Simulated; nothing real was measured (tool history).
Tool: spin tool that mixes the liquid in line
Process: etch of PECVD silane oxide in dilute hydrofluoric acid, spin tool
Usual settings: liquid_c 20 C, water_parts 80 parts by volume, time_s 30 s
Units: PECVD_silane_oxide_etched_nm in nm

run,hour,liquid_c,water_parts,time_s,wafers since the last listed run,hours since the thermometer was replaced,hours since the hydrofluoric acid flow meter was replaced,hours since the gauge calibration,"read-back film thickness of the PECVD silane oxide reference wafer, read on the same gauge (nm)",PECVD_silane_oxide_etched_nm
1,0,20,90,30,0,1363.3,650.4,768.6,129.99,13.25
2,19.8,20,90,30,301,1383.1,670.2,788.4,130.03,13.34
3,32.1,22.5,80,30,187,1395.4,682.5,800.7,129.96,16.81
4,67.6,22.5,80,30,539,1430.9,718,836.2,130.03,16.67
5,97.3,22.5,80,30,451,1460.6,747.7,865.9,130.01,16.67
6,127.4,20,55,30,457,1490.7,777.8,896,129.95,22.62
7,153.4,20,55,30,395,1516.7,803.8,922,130.04,22.5
8,171.9,20,80,15,281,1535.2,822.3,940.5,129.99,7.56
9,203.1,24,45,45,474,1566.4,853.5,971.7,129.97,49.07
10,225.9,17.5,80,30,346,1589.2,876.3,994.5,129.97,13.58
11,250.2,17,100,40,369,1613.5,900.6,1018.8,129.97,13.78
# hour 277.1: hydrofluoric acid flow meter replaced
12,285.2,20,80,20,517,1648.5,8.1,1053.8,129.98,10.3
13,315.5,17.5,100,30,460,1678.8,38.4,1084.1,129.96,10.89
14,329.6,20,80,30,214,1692.9,52.5,1098.2,130.05,15.49
15,360.3,20,80,30,466,1723.6,83.2,1128.9,130.04,15.43
16,393.6,17,60,45,506,1756.9,116.5,1162.2,129.98,27.81
# hour 411.9: thermometer replaced
17,415.4,20,100,30,316,3.5,138.3,1184,129.96,12
18,440.3,23.5,80,50,378,28.4,163.2,1208.9,130.03,29.5
19,468.6,20,80,50,430,56.7,191.5,1237.2,130.01,25.62
# hour 501.4: gauge calibrated
20,559.7,20,80,30,1385,147.8,282.6,58.3,129.97,15.3
21,584.8,20,80,30,381,172.9,307.7,83.4,130.01,15.37
22,653,20,115,30,1037,241.1,375.9,151.6,129.96,10.22
23,667.1,23.5,105,20,214,255.2,390,165.7,130.07,8.65
24,698.2,20,80,30,472,286.3,421.1,196.8,130,15.29
25,727.4,20,45,45,444,315.5,450.3,226,130.01,42.47
26,754.8,20,80,30,416,342.9,477.7,253.4,130.03,15.25
27,774.8,20,60,15,304,362.9,497.7,273.4,129.99,10.43
28,792.6,25,80,30,270,380.7,515.5,291.2,130.01,18.63
29,822.6,20,80,45,456,410.7,545.5,321.2,129.93,22.7
30,841.5,20,80,30,287,429.6,564.4,340.1,130.02,15.15
31,864.3,20,80,30,346,452.4,587.2,362.9,129.97,15.21
32,889,17,115,30,375,477.1,611.9,387.6,129.99,8.93

Forecast each of these 5 alternatives for the next run:
A,889.4,20,95,30,6,477.5,612.3,388,?,?
B,889.4,20,110,30,6,477.5,612.3,388,?,?
C,889.4,25,120,30,6,477.5,612.3,388,?,?
D,889.4,24.5,50,40,6,477.5,612.3,388,?,?
E,889.4,20,80,35,6,477.5,612.3,388,?,?

run,"read-back film thickness of the PECVD silane oxide reference wafer, read on the same gauge (nm)",PECVD_silane_oxide_etched_nm
A,129.98,12.55
B,129.98,10.66
C,129.98,11.77
D,129.98,40.46
E,129.98,17.7
Without the tool's hidden state the same runs would have given:
run,PECVD_silane_oxide_etched_nm
A,12.86
B,10.92
C,12.07
D,41.41
E,18.12

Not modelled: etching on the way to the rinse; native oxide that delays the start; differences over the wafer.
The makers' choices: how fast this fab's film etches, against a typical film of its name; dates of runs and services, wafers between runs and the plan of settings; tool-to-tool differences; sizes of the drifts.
